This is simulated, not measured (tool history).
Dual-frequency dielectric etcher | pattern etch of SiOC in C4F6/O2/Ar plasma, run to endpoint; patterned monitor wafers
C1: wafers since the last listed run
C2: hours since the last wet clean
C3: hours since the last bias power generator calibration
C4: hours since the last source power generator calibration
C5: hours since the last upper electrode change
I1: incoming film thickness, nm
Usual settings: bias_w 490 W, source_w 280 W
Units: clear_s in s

Run 1, hour 0: usual settings; C1 0; C2 418.8; C3 1482.8; C4 1994.9; C5 5806.6; I1 48.08. Result: clear_s 19.1 s.
Run 2, hour 17.1: usual settings; C1 286; C2 435.9; C3 1499.9; C4 2012; C5 5823.7; I1 48.51. Result: clear_s 19.3 s.
Run 3, hour 29: usual settings; C1 199; C2 447.8; C3 1511.8; C4 2023.9; C5 5835.6; I1 48.53. Result: clear_s 19.3 s.
Run 4, hour 35.7: usual settings; C1 112; C2 454.5; C3 1518.5; C4 2030.6; C5 5842.3; I1 48.3. Result: clear_s 19.3 s.
Run 5, hour 47.8: usual settings; C1 202; C2 466.6; C3 1530.6; C4 2042.7; C5 5854.4; I1 48.33. Result: clear_s 19.2 s.
Run 6, hour 63.1: usual settings; C1 255; C2 481.9; C3 1545.9; C4 2058; C5 5869.7; I1 47.93. Result: clear_s 19.2 s.
Run 7, hour 71.3: usual settings; C1 137; C2 490.1; C3 1554.1; C4 2066.2; C5 5877.9; I1 47.99. Result: clear_s 19.2 s.
Run 8, hour 83.2: usual settings; C1 199; C2 502; C3 1566; C4 2078.1; C5 5889.8; I1 47.8. Result: clear_s 19.2 s.
Run 9, hour 93.6: usual settings; C1 173; C2 512.4; C3 1576.4; C4 2088.5; C5 5900.2; I1 48.42. Result: clear_s 19.4 s.
Run 10, hour 105.2: usual settings; C1 194; C2 524; C3 1588; C4 2100.1; C5 5911.8; I1 48.01. Result: clear_s 19.2 s.
Run 11, hour 112: usual settings; C1 113; C2 530.8; C3 1594.8; C4 2106.9; C5 5918.6; I1 48.24. Result: clear_s 19.3 s.
Run 12, hour 120.2: usual settings; C1 137; C2 539; C3 1603; C4 2115.1; C5 5926.8; I1 48.09. Result: clear_s 19.1 s.
Run 13, hour 132.6: usual settings; C1 207; C2 551.4; C3 1615.4; C4 2127.5; C5 5939.2; I1 47.96. Result: clear_s 19.1 s.
Run 14, hour 143.2: usual settings but source_w 240 W; C1 177; C2 562; C3 1626; C4 2138.1; C5 5949.8; I1 48.45. Result: clear_s 21.3 s.
At hour 179.8: wet clean of the chamber.
Run 15, hour 180.3: usual settings but bias_w 521 W; C1 219; C2 0.5; C3 1663.1; C4 2175.2; C5 5986.9; I1 48.26. Result: clear_s 19.2 s.
Run 16, hour 180.6: usual settings but bias_w 521 W; C1 5; C2 0.8; C3 1663.4; C4 2175.5; C5 5987.2; I1 48.08. Result: clear_s 18.8 s.
Run 17, hour 180.9: usual settings but bias_w 521 W; C1 5; C2 1.1; C3 1663.7; C4 2175.8; C5 5987.5; I1 48.36. Result: clear_s 18.9 s.
Run 18, hour 186.2: usual settings but source_w 320 W; C1 88; C2 6.4; C3 1669; C4 2181.1; C5 5992.8; I1 48.34. Result: clear_s 18 s.
At hour 190.9: source power generator calibrated.
Run 19, hour 192.7: usual settings but bias_w 521 W; C1 41; C2 12.9; C3 1675.5; C4 1.8; C5 5999.3; I1 48.48. Result: clear_s 19.3 s.
Run 20, hour 217: usual settings but bias_w 436 W, source_w 230 W; C1 406; C2 37.2; C3 1699.8; C4 26.1; C5 6023.6; I1 47.9. Result: clear_s 21.7 s.
Run 21, hour 229.3: usual settings; C1 205; C2 49.5; C3 1712.1; C4 38.4; C5 6035.9; I1 48.29. Result: clear_s 19.2 s.
Run 22, hour 238.2: usual settings but bias_w 399 W, source_w 320 W; C1 148; C2 58.4; C3 1721; C4 47.3; C5 6044.8; I1 48.66. Result: clear_s 19 s.
Run 23, hour 256: usual settings but source_w 210 W; C1 297; C2 76.2; C3 1738.8; C4 65.1; C5 6062.6; I1 48.39. Result: clear_s 22.5 s.
Run 24, hour 264: usual settings but bias_w 596 W, source_w 220 W; C1 133; C2 84.2; C3 1746.8; C4 73.1; C5 6070.6; I1 48.54. Result: clear_s 21.2 s.
At hour 289.2: upper electrode replaced.
Run 25, hour 289.7: usual settings but bias_w 442 W, source_w 320 W; C1 28; C2 109.9; C3 1772.5; C4 98.8; C5 0.5; I1 48.25. Result: clear_s 18.3 s.
Run 26, hour 295.9: usual settings but bias_w 401 W, source_w 310 W; C1 103; C2 116.1; C3 1778.7; C4 105; C5 6.7; I1 48.6. Result: clear_s 19.1 s.
Run 27, hour 310.7: usual settings but bias_w 453 W, source_w 260 W; C1 247; C2 130.9; C3 1793.5; C4 119.8; C5 21.5; I1 48.18. Result: clear_s 20.4 s.
Run 28, hour 322: usual settings; C1 189; C2 142.2; C3 1804.8; C4 131.1; C5 32.8; I1 47.85. Result: clear_s 19 s.
At hour 326.8: bias power generator calibrated.
Run 29, hour 340: usual settings but bias_w 428 W, source_w 340 W; C1 234; C2 160.2; C3 13.2; C4 149.1; C5 50.8; I1 47.84. Result: clear_s 18 s.
Run 30, hour 387.6: usual settings; C1 796; C2 207.8; C3 60.8; C4 196.7; C5 98.4; I1 48.09. Result: clear_s 19 s.
Run 31, hour 395.5: usual settings but source_w 260 W; C1 132; C2 215.7; C3 68.7; C4 204.6; C5 106.3; I1 48.61. Result: clear_s 20.2 s.
Run 32, hour 406.6: usual settings but bias_w 576 W; C1 185; C2 226.8; C3 79.8; C4 215.7; C5 117.4; I1 48.55. Result: clear_s 18.7 s.
Run 33, hour 415.7: usual settings but bias_w 558 W, source_w 230 W; C1 152; C2 235.9; C3 88.9; C4 224.8; C5 126.5; I1 48.63. Result: clear_s 20.9 s.
Run 34, hour 428.5: usual settings but bias_w 611 W, source_w 250 W; C1 214; C2 248.7; C3 101.7; C4 237.6; C5 139.3; I1 48.74. Result: clear_s 19.7 s.
Run 35, hour 445.6: usual settings but bias_w 406 W, source_w 330 W; C1 286; C2 265.8; C3 118.8; C4 254.7; C5 156.4; I1 48.68. Result: clear_s 18.6 s.
Run 36, hour 452.5: usual settings; C1 115; C2 272.7; C3 125.7; C4 261.6; C5 163.3; I1 48.3. Result: clear_s 19.3 s.

What the log doesn't show, run by run:
etch rate over this chamber's usual, %: 0 in every run
bias power that arrives over what is set, %: 0 in every run
source power that arrives over what is set, %: 0 in every run
